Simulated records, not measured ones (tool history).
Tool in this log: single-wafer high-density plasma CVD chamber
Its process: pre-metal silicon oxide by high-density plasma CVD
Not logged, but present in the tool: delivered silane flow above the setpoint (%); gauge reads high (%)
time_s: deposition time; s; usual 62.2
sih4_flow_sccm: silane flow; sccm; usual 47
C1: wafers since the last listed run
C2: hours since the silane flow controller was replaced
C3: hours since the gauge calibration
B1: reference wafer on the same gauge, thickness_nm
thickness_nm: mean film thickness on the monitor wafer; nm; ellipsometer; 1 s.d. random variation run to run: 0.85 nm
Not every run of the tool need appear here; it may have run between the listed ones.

{"run": 1, "hour": 0.0, "time_s": 62.2, "sih4_flow_sccm": 51, "C1": 0, "C2": 3554.9, "C3": 158.0, "B1": 252.934, "thickness_nm": 348.978}
{"run": 2, "hour": 12.8, "time_s": 62.2, "sih4_flow_sccm": 51, "C1": 218, "C2": 3567.7, "C3": 170.8, "B1": 253.057, "thickness_nm": 348.829}
{"run": 3, "hour": 43.7, "time_s": 62.2, "sih4_flow_sccm": 40, "C1": 527, "C2": 3598.6, "C3": 201.7, "B1": 252.689, "thickness_nm": 273.905}
{"run": 4, "hour": 68.3, "time_s": 62.2, "sih4_flow_sccm": 40, "C1": 419, "C2": 3623.2, "C3": 226.3, "B1": 253.251, "thickness_nm": 275.926}
{"run": 5, "hour": 96.9, "time_s": 62.2, "sih4_flow_sccm": 45, "C1": 488, "C2": 3651.8, "C3": 254.9, "B1": 252.897, "thickness_nm": 309.379}
{"run": 6, "hour": 120.4, "time_s": 62.2, "sih4_flow_sccm": 45, "C1": 401, "C2": 3675.3, "C3": 278.4, "B1": 252.686, "thickness_nm": 307.96}
{"run": 7, "hour": 153.8, "time_s": 53.8, "sih4_flow_sccm": 43, "C1": 570, "C2": 3708.7, "C3": 311.8, "B1": 253.262, "thickness_nm": 255.589}
{"run": 8, "hour": 176.0, "time_s": 53.8, "sih4_flow_sccm": 43, "C1": 379, "C2": 3730.9, "C3": 334.0, "B1": 253.023, "thickness_nm": 255.285}
{"run": 9, "hour": 202.0, "time_s": 62.2, "sih4_flow_sccm": 47, "C1": 443, "C2": 3756.9, "C3": 360.0, "B1": 253.087, "thickness_nm": 321.232}
{"run": 10, "hour": 234.6, "time_s": 62.2, "sih4_flow_sccm": 47, "C1": 556, "C2": 3789.5, "C3": 392.6, "B1": 252.978, "thickness_nm": 322.748}
{"run": 11, "hour": 255.3, "time_s": 62.2, "sih4_flow_sccm": 47, "C1": 353, "C2": 3810.2, "C3": 413.3, "B1": 252.882, "thickness_nm": 322.816}
{"run": 12, "hour": 267.5, "time_s": 62.2, "sih4_flow_sccm": 47, "C1": 208, "C2": 3822.4, "C3": 425.5, "B1": 253.005, "thickness_nm": 321.971}
{"run": 13, "hour": 282.8, "time_s": 70.4, "sih4_flow_sccm": 47, "C1": 261, "C2": 3837.7, "C3": 440.8, "B1": 252.875, "thickness_nm": 364.298}
{"run": 14, "hour": 302.8, "time_s": 70.4, "sih4_flow_sccm": 47, "C1": 341, "C2": 3857.7, "C3": 460.8, "B1": 252.995, "thickness_nm": 364.004}
{"run": 15, "hour": 323.6, "time_s": 62.2, "sih4_flow_sccm": 47, "C1": 355, "C2": 3878.5, "C3": 481.6, "B1": 253.077, "thickness_nm": 321.955}
{"run": 16, "hour": 349.3, "time_s": 62.2, "sih4_flow_sccm": 47, "C1": 438, "C2": 3904.2, "C3": 507.3, "B1": 252.831, "thickness_nm": 323.356}
{"hour": 384.2, "done": "silane flow controller replaced"}
{"run": 17, "hour": 384.7, "time_s": 62.2, "sih4_flow_sccm": 47, "C1": 467, "C2": 0.5, "C3": 542.7, "B1": 252.975, "thickness_nm": 331.41}
{"run": 18, "hour": 408.2, "time_s": 62.2, "sih4_flow_sccm": 47, "C1": 401, "C2": 24.0, "C3": 566.2, "B1": 252.766, "thickness_nm": 331.08}
{"run": 19, "hour": 425.3, "time_s": 58.8, "sih4_flow_sccm": 39, "C1": 291, "C2": 41.1, "C3": 583.3, "B1": 253.192, "thickness_nm": 259.288}
{"run": 20, "hour": 458.3, "time_s": 62.2, "sih4_flow_sccm": 40, "C1": 563, "C2": 74.1, "C3": 616.3, "B1": 252.931, "thickness_nm": 282.519}
{"run": 21, "hour": 478.8, "time_s": 66.2, "sih4_flow_sccm": 52, "C1": 349, "C2": 94.6, "C3": 636.8, "B1": 252.801, "thickness_nm": 391.465}
{"run": 22, "hour": 506.3, "time_s": 55.2, "sih4_flow_sccm": 41, "C1": 469, "C2": 122.1, "C3": 664.3, "B1": 252.819, "thickness_nm": 257.001}
{"run": 23, "hour": 538.6, "time_s": 54.7, "sih4_flow_sccm": 50, "C1": 551, "C2": 154.4, "C3": 696.6, "B1": 252.998, "thickness_nm": 311.338}
{"hour": 553.7, "done": "gauge calibrated"}
{"run": 24, "hour": 571.1, "time_s": 57.5, "sih4_flow_sccm": 51, "C1": 554, "C2": 186.9, "C3": 17.4, "B1": 252.998, "thickness_nm": 333.418}
{"hour": 592.8, "done": "silane flow controller replaced, repeated, since the last time left the tool worse"}
{"run": 25, "hour": 597.0, "time_s": 53.8, "sih4_flow_sccm": 47, "C1": 305, "C2": 4.2, "C3": 43.3, "B1": 253.14, "thickness_nm": 268.432}
{"run": 26, "hour": 616.4, "time_s": 62.2, "sih4_flow_sccm": 54, "C1": 331, "C2": 23.6, "C3": 62.7, "B1": 252.906, "thickness_nm": 357.474}
{"run": 27, "hour": 637.6, "time_s": 62.2, "sih4_flow_sccm": 47, "C1": 361, "C2": 44.8, "C3": 83.9, "B1": 253.267, "thickness_nm": 309.948}
{"run": 28, "hour": 668.2, "time_s": 54.4, "sih4_flow_sccm": 41, "C1": 522, "C2": 75.4, "C3": 114.5, "B1": 252.958, "thickness_nm": 237.293}
{"run": 29, "hour": 687.8, "time_s": 62.2, "sih4_flow_sccm": 47, "C1": 334, "C2": 95.0, "C3": 134.1, "B1": 252.879, "thickness_nm": 311.862}
{"run": 30, "hour": 714.9, "time_s": 74.3, "sih4_flow_sccm": 43, "C1": 462, "C2": 122.1, "C3": 161.2, "B1": 252.889, "thickness_nm": 340.074}
{"run": 31, "hour": 734.9, "time_s": 62.2, "sih4_flow_sccm": 47, "C1": 341, "C2": 142.1, "C3": 181.2, "B1": 253.236, "thickness_nm": 311.782}
{"run": 32, "hour": 752.6, "time_s": 51.0, "sih4_flow_sccm": 53, "C1": 302, "C2": 159.8, "C3": 198.9, "B1": 252.752, "thickness_nm": 288.552}
{"run": 33, "hour": 770.1, "time_s": 71.0, "sih4_flow_sccm": 54, "C1": 298, "C2": 177.3, "C3": 216.4, "B1": 252.871, "thickness_nm": 406.42}
{"run": 34, "hour": 801.8, "time_s": 67.6, "sih4_flow_sccm": 47, "C1": 541, "C2": 209.0, "C3": 248.1, "B1": 252.966, "thickness_nm": 337.864}
{"run": 35, "hour": 825.3, "time_s": 71.7, "sih4_flow_sccm": 38, "C1": 401, "C2": 232.5, "C3": 271.6, "B1": 252.892, "thickness_nm": 291.156}
{"run": 36, "hour": 859.0, "time_s": 62.2, "sih4_flow_sccm": 47, "C1": 575, "C2": 266.2, "C3": 305.3, "B1": 252.947, "thickness_nm": 310.939}
{"run": 37, "hour": 871.5, "time_s": 57.4, "sih4_flow_sccm": 40, "C1": 213, "C2": 278.7, "C3": 317.8, "B1": 252.933, "thickness_nm": 244.19}

Hidden state at the last listed run before each entry between runs and at the first one after, where it differs:
Runs 16 to 17: silane flow controller replaced (hour 384.2)
  delivered silane flow above the setpoint (%): 4.36 -> 7.17
  measured minus no-state result, thickness_nm: +13.510 -> +22.180 nm
Runs 23 to 24: gauge calibrated (hour 553.7)
  delivered silane flow above the setpoint (%): 7.65 -> 7.74
  measured minus no-state result, thickness_nm: +22.118 -> +23.953 nm
Runs 24 to 25: silane flow controller replaced, repeated, since the last time left the tool worse (hour 592.8)
  delivered silane flow above the setpoint (%): 7.74 -> 0.207
  measured minus no-state result, thickness_nm: +23.953 -> +0.554 nm

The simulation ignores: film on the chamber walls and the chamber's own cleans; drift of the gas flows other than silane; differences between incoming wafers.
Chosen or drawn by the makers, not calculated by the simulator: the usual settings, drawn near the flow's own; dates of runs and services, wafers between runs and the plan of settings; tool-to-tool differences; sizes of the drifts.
